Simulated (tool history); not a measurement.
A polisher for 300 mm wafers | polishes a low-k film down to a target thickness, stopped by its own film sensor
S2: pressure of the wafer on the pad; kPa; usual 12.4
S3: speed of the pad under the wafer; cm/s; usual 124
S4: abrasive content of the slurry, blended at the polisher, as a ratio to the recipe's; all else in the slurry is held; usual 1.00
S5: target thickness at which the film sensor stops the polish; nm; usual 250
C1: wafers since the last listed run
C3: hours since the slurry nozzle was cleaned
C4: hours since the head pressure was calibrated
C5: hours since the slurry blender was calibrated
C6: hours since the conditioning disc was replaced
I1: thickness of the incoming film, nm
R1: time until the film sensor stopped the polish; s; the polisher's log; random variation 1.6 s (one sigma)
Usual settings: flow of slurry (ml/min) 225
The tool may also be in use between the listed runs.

run 1 hour=0.0 | flow_of_slurry_(ml/min)=225 S2=12.4 S3=124 S4=1.00 S5=250 | C1=0 wafers_polished_on_this_pad=151 C3=337.7 C4=459.5 C5=204.7 C6=113.4 | I1=303.3 | R1=127.0
run 2 hour=13.9 | flow_of_slurry_(ml/min)=225 S2=12.4 S3=124 S4=1.00 S5=250 | C1=103 wafers_polished_on_this_pad=255 C3=351.6 C4=473.4 C5=218.6 C6=127.3 | I1=300.4 | R1=118.6
-- hour=42.5 conditioning disc replaced and pad reconditioned
run 3 hour=45.9 | flow_of_slurry_(ml/min)=225 S2=12.4 S3=124 S4=1.00 S5=250 | C1=224 wafers_polished_on_this_pad=479 C3=383.6 C4=505.4 C5=250.6 C6=3.4 | I1=295.7 | R1=99.5
-- hour=66.4 worn pad replaced by a new one
run 4 hour=66.9 | flow_of_slurry_(ml/min)=225 S2=12.4 S3=124 S4=1.00 S5=250 | C1=127 wafers_polished_on_this_pad=4 C3=404.6 C4=526.4 C5=271.6 C6=24.4 | I1=300.6 | R1=106.2
run 5 hour=81.1 | flow_of_slurry_(ml/min)=225 S2=12.4 S3=124 S4=1.00 S5=250 | C1=106 wafers_polished_on_this_pad=110 C3=418.8 C4=540.6 C5=285.8 C6=38.6 | I1=300.1 | R1=108.5
run 6 hour=93.9 | flow_of_slurry_(ml/min)=225 S2=12.4 S3=124 S4=1.00 S5=262 | C1=95 wafers_polished_on_this_pad=205 C3=431.6 C4=553.4 C5=298.6 C6=51.4 | I1=300.0 | R1=82.2
run 7 hour=124.0 | flow_of_slurry_(ml/min)=200 S2=12.4 S3=92 S4=1.00 S5=250 | C1=224 wafers_polished_on_this_pad=430 C3=461.7 C4=583.5 C5=328.7 C6=81.5 | I1=296.4 | R1=127.5
run 8 hour=136.8 | flow_of_slurry_(ml/min)=225 S2=12.4 S3=124 S4=1.00 S5=250 | C1=95 wafers_polished_on_this_pad=526 C3=474.5 C4=596.3 C5=341.5 C6=94.3 | I1=302.9 | R1=122.9
-- hour=146.4 worn pad replaced by a new one
run 9 hour=155.3 | flow_of_slurry_(ml/min)=225 S2=12.4 S3=124 S4=1.00 S5=250 | C1=108 wafers_polished_on_this_pad=66 C3=493.0 C4=614.8 C5=360.0 C6=112.8 | I1=296.8 | R1=113.2
-- hour=171.0 slurry blender recalibrated
-- hour=172.2 slurry nozzle cleaned
run 10 hour=187.9 | flow_of_slurry_(ml/min)=225 S2=12.4 S3=124 S4=1.00 S5=250 | C1=221 wafers_polished_on_this_pad=287 C3=15.7 C4=647.4 C5=16.9 C6=145.4 | I1=295.1 | R1=118.4
-- hour=194.2 conditioning disc replaced and pad reconditioned
run 11 hour=200.6 | flow_of_slurry_(ml/min)=225 S2=12.4 S3=124 S4=1.10 S5=234 | C1=79 wafers_polished_on_this_pad=367 C3=28.4 C4=660.1 C5=29.6 C6=6.4 | I1=300.9 | R1=131.1
run 12 hour=225.8 | flow_of_slurry_(ml/min)=225 S2=12.4 S3=124 S4=1.00 S5=250 | C1=188 wafers_polished_on_this_pad=555 C3=53.6 C4=685.3 C5=54.8 C6=31.6 | I1=297.0 | R1=96.7
-- hour=245.4 worn pad replaced by a new one
run 13 hour=246.0 | flow_of_slurry_(ml/min)=225 S2=12.4 S3=124 S4=0.90 S5=235 | C1=121 wafers_polished_on_this_pad=4 C3=73.8 C4=705.5 C5=75.0 C6=51.8 | I1=300.9 | R1=147.7
run 14 hour=267.5 | flow_of_slurry_(ml/min)=225 S2=12.4 S3=124 S4=0.75 S5=250 | C1=160 wafers_polished_on_this_pad=164 C3=95.3 C4=727.0 C5=96.5 C6=73.3 | I1=298.0 | R1=121.3
run 15 hour=301.1 | flow_of_slurry_(ml/min)=275 S2=11.0 S3=124 S4=1.00 S5=250 | C1=251 wafers_polished_on_this_pad=415 C3=128.9 C4=760.6 C5=130.1 C6=106.9 | I1=299.3 | R1=119.8
-- hour=306.9 head pressure recalibrated
-- hour=341.1 worn pad replaced by a new one
-- hour=349.5 conditioning disc replaced and pad reconditioned
run 16 hour=386.4 | flow_of_slurry_(ml/min)=225 S2=12.4 S3=124 S4=1.00 S5=243 | C1=577 wafers_polished_on_this_pad=323 C3=214.2 C4=79.5 C5=215.4 C6=36.9 | I1=298.9 | R1=113.4
-- hour=419.1 worn pad replaced by a new one
run 17 hour=419.6 | flow_of_slurry_(ml/min)=170 S2=11.0 S3=88 S4=1.30 S5=250 | C1=218 wafers_polished_on_this_pad=3 C3=247.4 C4=112.7 C5=248.6 C6=70.1 | I1=304.4 | R1=141.6
run 18 hour=435.5 | flow_of_slurry_(ml/min)=225 S2=12.4 S3=160 S4=0.70 S5=250 | C1=118 wafers_polished_on_this_pad=122 C3=263.3 C4=128.6 C5=264.5 C6=86.0 | I1=306.5 | R1=133.1

3 ways to go on from here, each from the tool as it stands after run 18. What would each give?
run A hour=436.0 | flow_of_slurry_(ml/min)=255 S2=12.4 S3=124 S4=1.00 S5=250 | C1=3 wafers_polished_on_this_pad=126 C3=263.8 C4=129.1 C5=265.0 C6=86.5 | I1=300.8 | R1=?
run B hour=436.0 | flow_of_slurry_(ml/min)=225 S2=12.4 S3=98 S4=1.00 S5=250 | C1=3 wafers_polished_on_this_pad=126 C3=263.8 C4=129.1 C5=265.0 C6=86.5 | I1=300.8 | R1=?
run C hour=436.0 | flow_of_slurry_(ml/min)=225 S2=12.4 S3=160 S4=1.00 S5=239 | C1=3 wafers_polished_on_this_pad=126 C3=263.8 C4=129.1 C5=265.0 C6=86.5 | I1=300.8 | R1=?

run=A R1=109.5
run=B R1=129.9
run=C R1=113.5
Without the tool's hidden state the same runs would have given:
run=A R1=99.4
run=B R1=119.8
run=C R1=100.9
